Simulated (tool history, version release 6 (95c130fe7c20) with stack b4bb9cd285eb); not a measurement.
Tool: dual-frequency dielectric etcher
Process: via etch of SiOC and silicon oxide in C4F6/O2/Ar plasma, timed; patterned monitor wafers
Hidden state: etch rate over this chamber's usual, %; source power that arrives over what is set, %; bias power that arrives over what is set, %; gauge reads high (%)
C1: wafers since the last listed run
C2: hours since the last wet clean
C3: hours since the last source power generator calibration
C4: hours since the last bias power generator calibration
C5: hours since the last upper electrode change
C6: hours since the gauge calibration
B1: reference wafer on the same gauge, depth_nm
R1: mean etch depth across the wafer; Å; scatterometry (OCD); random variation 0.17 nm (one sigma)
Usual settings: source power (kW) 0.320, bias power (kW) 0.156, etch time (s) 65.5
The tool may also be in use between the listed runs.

{"run": 1, "day": 0.0, "source power (kW)": 0.32, "bias power (kW)": 0.156, "etch time (s)": 65.5, "C1": 0, "C2": 311.5, "C3": 1866.9, "C4": 2498.9, "C5": 4926.9, "C6": 597.3, "B1": 86.2, "R1": 747}
{"run": 2, "day": 1.062, "source power (kW)": 0.32, "bias power (kW)": 0.156, "etch time (s)": 65.5, "C1": 272, "C2": 337.0, "C3": 1892.4, "C4": 2524.4, "C5": 4952.4, "C6": 622.8, "B1": 86.2, "R1": 746}
{"run": 3, "day": 2.862, "source power (kW)": 0.32, "bias power (kW)": 0.156, "etch time (s)": 65.5, "C1": 460, "C2": 380.2, "C3": 1935.6, "C4": 2567.6, "C5": 4995.6, "C6": 666.0, "B1": 86.2, "R1": 744}
{"run": 4, "day": 4.029, "source power (kW)": 0.32, "bias power (kW)": 0.156, "etch time (s)": 65.5, "C1": 298, "C2": 408.2, "C3": 1963.6, "C4": 2595.6, "C5": 5023.6, "C6": 694.0, "B1": 86.2, "R1": 743}
{"day": 6.996, "done": "wet clean of the chamber"}
{"run": 5, "day": 7.017, "source power (kW)": 0.32, "bias power (kW)": 0.156, "etch time (s)": 65.5, "C1": 509, "C2": 0.5, "C3": 2035.3, "C4": 2667.3, "C5": 5095.3, "C6": 765.7, "B1": 86.2, "R1": 744}
{"run": 6, "day": 9.679, "source power (kW)": 0.32, "bias power (kW)": 0.156, "etch time (s)": 65.5, "C1": 681, "C2": 64.4, "C3": 2099.2, "C4": 2731.2, "C5": 5159.2, "C6": 829.6, "B1": 86.2, "R1": 750}
{"run": 7, "day": 11.538, "source power (kW)": 0.32, "bias power (kW)": 0.156, "etch time (s)": 65.5, "C1": 475, "C2": 109.0, "C3": 2143.8, "C4": 2775.8, "C5": 5203.8, "C6": 874.2, "B1": 86.1, "R1": 749}
{"run": 8, "day": 12.838, "source power (kW)": 0.32, "bias power (kW)": 0.156, "etch time (s)": 65.5, "C1": 332, "C2": 140.2, "C3": 2175.0, "C4": 2807.0, "C5": 5235.0, "C6": 905.4, "B1": 86.2, "R1": 754}
{"run": 9, "day": 15.158, "source power (kW)": 0.26, "bias power (kW)": 0.156, "etch time (s)": 81.0, "C1": 594, "C2": 195.9, "C3": 2230.7, "C4": 2862.7, "C5": 5290.7, "C6": 961.1, "B1": 86.2, "R1": 806}
{"day": 15.592, "done": "source power generator calibrated"}
{"day": 17.971, "done": "gauge calibrated"}
{"day": 21.975, "done": "upper electrode replaced"}
{"run": 10, "day": 21.996, "source power (kW)": 0.27, "bias power (kW)": 0.179, "etch time (s)": 60.0, "C1": 1452, "C2": 360.0, "C3": 153.7, "C4": 3026.8, "C5": 0.5, "C6": 96.6, "B1": 86.2, "R1": 623}

Forecast run 11:
{"day": 23.979, "done": "bias power generator calibrated"}
{"run": 11, "day": 24.433, "source power (kW)": 0.38, "bias power (kW)": 0.187, "etch time (s)": 65.5, "C1": 581, "C2": 418.5, "C3": 212.2, "C4": 10.9, "C5": 59.0, "C6": 155.1, "B1": "?", "R1": "?"}

B1: 86.1
R1: 854 Å
Without the tool's hidden state the same run would have given R1 853 Å.
